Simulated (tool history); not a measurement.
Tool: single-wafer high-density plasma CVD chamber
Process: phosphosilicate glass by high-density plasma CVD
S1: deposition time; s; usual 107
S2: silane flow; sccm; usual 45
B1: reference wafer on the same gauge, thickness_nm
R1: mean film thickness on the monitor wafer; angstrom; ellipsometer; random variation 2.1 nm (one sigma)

run,hour,S1,S2,B1,R1
1,0.0,121,45,405.113,5539.73
2,41.4,121,45,404.979,5555.88
3,82.8,107,47,405.229,5016.89
4,147.4,107,48,405.307,5121.88
5,195.3,112,45,405.072,5121.60
6,254.4,107,45,405.122,4898.69
7,291.9,107,45,404.820,4899.25
8,318.3,123,43,405.189,5451.61
9,362.1,107,54,404.790,5500.13
# hour 370.8: gauge calibrated
10,418.8,120,51,405.001,5958.91
11,446.3,89,47,405.385,4171.29
# hour 463.5: silane flow controller replaced
12,503.7,107,45,404.895,4865.68

Forecast run 13:
13,536.4,107,45,?,?

B1: 404.992
R1: 4873.15 angstrom
Without the tool's hidden state the same run would have given R1 4873.15 angstrom.

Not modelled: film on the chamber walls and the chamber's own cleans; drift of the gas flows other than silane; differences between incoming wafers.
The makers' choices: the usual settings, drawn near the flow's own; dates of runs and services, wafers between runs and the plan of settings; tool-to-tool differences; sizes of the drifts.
